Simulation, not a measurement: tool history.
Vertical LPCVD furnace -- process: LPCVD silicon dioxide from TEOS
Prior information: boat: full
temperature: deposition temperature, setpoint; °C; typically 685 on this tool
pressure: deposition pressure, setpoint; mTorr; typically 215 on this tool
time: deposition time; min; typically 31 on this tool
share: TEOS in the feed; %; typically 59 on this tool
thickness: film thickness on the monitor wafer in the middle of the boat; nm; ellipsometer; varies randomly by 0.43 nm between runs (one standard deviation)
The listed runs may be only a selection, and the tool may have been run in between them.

run	hour	temperature	pressure	time	share	wafers since the last listed run	hours since the last temperature calibration	hours since the pressure gauge was zeroed	hours since the TEOS flow controller was replaced	hours since the gauge calibration	read-back reference wafer on the same gauge, thickness	thickness
1	0	685	195	31	59	0	4045.5	3999.6	3397.5	2157.1	131.16	130.62
2	212	685	190	31	59	3521	4257.5	4211.6	3609.5	2369.1	131.2	128.53
3	303.4	685	215	31	59	1518	4348.9	4303	3700.9	2460.5	130.9	136.61
4	358.3	685	215	31	59	911	4403.8	4357.9	3755.8	2515.4	130.93	137.66
5	439.2	685	215	31	59	1343	4484.7	4438.8	3836.7	2596.3	130.99	136.64
6	522.4	691	215	31	59	1382	4567.9	4522	3919.9	2679.5	130.95	158.86
7	582.5	691	215	31	59	998	4628	4582.1	3980	2739.6	131.03	157.65
8	686.2	685	215	31	59	1722	4731.7	4685.8	4083.7	2843.3	130.91	135.77
9	768.4	693	215	31	59	1365	4813.9	4768	4165.9	2925.5	130.98	165.83
10	839.8	695	230	38	48	1186	4885.3	4839.4	4237.3	2996.9	131.11	197.41
# hour 911.4: thermocouples replaced and temperature profile calibrated
# hour 940.7: pressure gauge zeroed
11	1017.1	685	215	31	59	2147	105.7	76.4	4414.6	3174.2	131	136.03
12	1063.2	685	215	31	59	765	151.8	122.5	4460.7	3220.3	130.94	136.65
13	1160.9	690	245	27.5	59	1622	249.5	220.2	4558.4	3318	130.97	146.18
14	1246	685	215	31	59	1413	334.6	305.3	4643.5	3403.1	130.99	136.91
15	1294.8	685	215	22.5	59	810	383.4	354.1	4692.3	3451.9	131.02	99.13
# hour 1355.3: TEOS flow controller replaced
16	1366.2	685	215	25.5	59	787	454.8	425.5	10.9	3523.3	130.88	112.47
17	1423	685	215	31	59	943	511.6	482.3	67.7	3580.1	130.96	136.5
18	1505.2	675	215	31	59	1365	593.8	564.5	149.9	3662.3	131.12	106.92
# hour 1560.3: gauge calibrated
19	1572	685	215	31	59	1109	660.6	631.3	216.7	11.7	131.12	136.97
20	1657.7	685	245	43	51	1423	746.3	717	302.4	97.4	131.01	188.92
21	1801.8	685	175	37.5	59	2393	890.4	861.1	446.5	241.5	130.97	149.29
22	1882.4	674	215	31	59	1338	971	941.7	527.1	322.1	130.96	104.38
23	1939.8	677	170	25	59	953	1028.4	999.1	584.5	379.5	131.04	81.03
24	2045.7	685	170	31	59	1759	1134.3	1105	690.4	485.4	131.01	121.76
25	2136.2	685	215	31	59	1503	1224.8	1195.5	780.9	575.9	131.01	136.74
26	2205.8	694	175	31	59	1156	1294.4	1265.1	850.5	645.5	131.08	152.56
27	2367.6	685	215	31	50	2687	1456.2	1426.9	1012.3	807.3	131	125.85
28	2415	697	215	31	59	787	1503.6	1474.3	1059.7	854.7	131.03	181.18
29	2514.9	685	215	31	63	1659	1603.5	1574.2	1159.6	954.6	131.17	141.03
30	2596.3	685	215	31	59	1352	1684.9	1655.6	1241	1036	131.14	135.71

Hidden condition of the tool, last listed run before each entry between runs versus first listed run after:
From run 10 to run 11: thermocouples replaced and temperature profile calibrated (hour 911.4); pressure gauge zeroed (hour 940.7)
  nothing in the hidden state changes from one run to the other
From run 15 to run 16: TEOS flow controller replaced (hour 1355.3)
  nothing in the hidden state changes from one run to the other
From run 18 to run 19: gauge calibrated (hour 1560.3)
  nothing in the hidden state changes from one run to the other
